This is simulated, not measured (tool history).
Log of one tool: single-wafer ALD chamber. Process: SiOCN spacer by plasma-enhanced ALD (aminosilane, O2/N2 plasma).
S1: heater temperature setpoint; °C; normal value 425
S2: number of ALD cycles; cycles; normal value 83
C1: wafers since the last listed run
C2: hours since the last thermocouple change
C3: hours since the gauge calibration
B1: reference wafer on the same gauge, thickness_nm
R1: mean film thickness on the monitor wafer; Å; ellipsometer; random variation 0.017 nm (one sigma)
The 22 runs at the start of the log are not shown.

Run 23, hour 1456.6: usual settings but S1 431 °C, S2 88 cycles; C1 215; C2 503.5; C3 250.5; B1 4.356. Result: R1 49.15 Å.
Run 24, hour 1510.5: usual settings; C1 221; C2 557.4; C3 304.4; B1 4.358. Result: R1 47.54 Å.
Run 25, hour 1560.3: usual settings; C1 204; C2 607.2; C3 354.2; B1 4.362. Result: R1 47.31 Å.
Run 26, hour 1687.6: usual settings but S1 430 °C, S2 90 cycles; C1 523; C2 734.5; C3 481.5; B1 4.360. Result: R1 50.51 Å.
Run 27, hour 1736.6: usual settings but S1 421 °C; C1 201; C2 783.5; C3 530.5; B1 4.363. Result: R1 47.94 Å.
Run 28, hour 1772.4: usual settings but S1 431 °C, S2 71 cycles; C1 147; C2 819.3; C3 566.3; B1 4.368. Result: R1 39.94 Å.
Run 29, hour 1840.8: usual settings but S1 430 °C, S2 93 cycles; C1 281; C2 887.7; C3 634.7; B1 4.363. Result: R1 52.33 Å.
Run 30, hour 1890.1: usual settings but S2 68 cycles; C1 202; C2 937.0; C3 684.0; B1 4.360. Result: R1 38.94 Å.
Run 31, hour 1946.7: usual settings but S1 436 °C, S2 74 cycles; C1 232; C2 993.6; C3 740.6; B1 4.357. Result: R1 40.71 Å.
Run 32, hour 1992.0: usual settings but S1 414 °C, S2 94 cycles; C1 186; C2 1038.9; C3 785.9; B1 4.362. Result: R1 55.51 Å.
Run 33, hour 2043.7: usual settings but S1 438 °C; C1 212; C2 1090.6; C3 837.6; B1 4.359. Result: R1 45.52 Å.
Run 34, hour 2100.1: usual settings but S1 433 °C, S2 94 cycles; C1 232; C2 1147.0; C3 894.0; B1 4.365. Result: R1 52.11 Å.
Run 35, hour 2170.4: usual settings but S1 433 °C, S2 93 cycles; C1 289; C2 1217.3; C3 964.3; B1 4.367. Result: R1 51.72 Å.
Run 36, hour 2211.4: usual settings; C1 168; C2 1258.3; C3 1005.3; B1 4.357. Result: R1 47.24 Å.
Run 37, hour 2257.5: usual settings but S1 420 °C, S2 97 cycles; C1 189; C2 1304.4; C3 1051.4; B1 4.357. Result: R1 55.88 Å.
Run 38, hour 2306.2: usual settings but S2 89 cycles; C1 200; C2 1353.1; C3 1100.1; B1 4.362. Result: R1 50.37 Å.
Run 39, hour 2378.1: usual settings but S1 419 °C, S2 93 cycles; C1 295; C2 1425.0; C3 1172.0; B1 4.361. Result: R1 53.92 Å.
Run 40, hour 2430.1: usual settings; C1 213; C2 1477.0; C3 1224.0; B1 4.362. Result: R1 47.03 Å.
Run 41, hour 2498.5: usual settings but S1 411 °C; C1 281; C2 1545.4; C3 1292.4; B1 4.355. Result: R1 49.15 Å.

4 options for the next run, each taken on its own from the tool as it stands now. Forecast them:
Run A, hour 2499.1: usual settings but S1 434 °C; C1 2; C2 1546.0; C3 1293.0; B1 ?. Result: R1 ?.
Run B, hour 2499.1: usual settings but S1 413 °C, S2 89 cycles; C1 2; C2 1546.0; C3 1293.0; B1 ?. Result: R1 ?.
Run C, hour 2499.1: usual settings but S1 413 °C, S2 88 cycles; C1 2; C2 1546.0; C3 1293.0; B1 ?. Result: R1 ?.
Run D, hour 2499.1: usual settings but S2 70 cycles; C1 2; C2 1546.0; C3 1293.0; B1 ?. Result: R1 ?.

run     B1     R1
  A  4.363  45.87
  B  4.363  52.62
  C  4.363  52.03
  D  4.363  39.84
What these runs would have given with no unlogged condition in the tool:
run     R1
  A  46.31
  B  53.09
  C  52.49
  D  40.21
